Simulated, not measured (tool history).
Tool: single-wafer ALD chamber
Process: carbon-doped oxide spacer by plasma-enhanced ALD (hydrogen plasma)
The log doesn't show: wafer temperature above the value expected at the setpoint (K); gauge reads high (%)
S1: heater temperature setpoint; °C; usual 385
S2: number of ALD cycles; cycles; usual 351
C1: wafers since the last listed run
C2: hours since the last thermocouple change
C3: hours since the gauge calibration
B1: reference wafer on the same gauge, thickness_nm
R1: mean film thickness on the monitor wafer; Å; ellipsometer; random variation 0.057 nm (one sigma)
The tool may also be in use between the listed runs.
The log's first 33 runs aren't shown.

run 34 hour=2784.4 | S1=377 S2=383 | C1=73 C2=282 C3=653.1 | B1=18.1 | R1=200.77
run 35 hour=2835.6 | S1=385 S2=332 | C1=41 C2=333.2 C3=704.3 | B1=18.103 | R1=174.78
run 36 hour=2907.6 | S1=385 S2=351 | C1=58 C2=405.2 C3=776.3 | B1=18.078 | R1=184.55
run 37 hour=3008.7 | S1=392 S2=378 | C1=81 C2=506.3 C3=877.4 | B1=18.052 | R1=198.13
run 38 hour=3111.8 | S1=385 S2=351 | C1=83 C2=609.4 C3=980.5 | B1=18.024 | R1=184.19
run 39 hour=3158.1 | S1=376 S2=299 | C1=37 C2=655.7 C3=1026.8 | B1=18.024 | R1=156.24
run 40 hour=3213.6 | S1=390 S2=351 | C1=44 C2=711.2 C3=1082.3 | B1=18.018 | R1=183.7
-- hour=3305.6 thermocouple changed; heater temperature recalibrated
run 41 hour=3312.4 | S1=390 S2=331 | C1=73 C2=6.8 C3=1181.1 | B1=18.017 | R1=174.3

Forecast each of these 5 alternatives for the next run:
run A hour=3313.3 | S1=385 S2=319 | C1=0 C2=7.7 C3=1182 | B1=? | R1=?
run B hour=3313.3 | S1=397 S2=282 | C1=0 C2=7.7 C3=1182 | B1=? | R1=?
run C hour=3313.3 | S1=379 S2=380 | C1=0 C2=7.7 C3=1182 | B1=? | R1=?
run D hour=3313.3 | S1=375 S2=351 | C1=0 C2=7.7 C3=1182 | B1=? | R1=?
run E hour=3313.3 | S1=390 S2=390 | C1=0 C2=7.7 C3=1182 | B1=? | R1=?

run=A B1=18.005 R1=167.04
run=B B1=18.005 R1=147.66
run=C B1=18.005 R1=198.98
run=D B1=18.005 R1=183.79
run=E B1=18.005 R1=204.21
Without the tool's hidden state the same runs would have given:
run=A R1=170.78
run=B R1=150.97
run=C R1=203.44
run=D R1=187.91
run=E R1=208.79
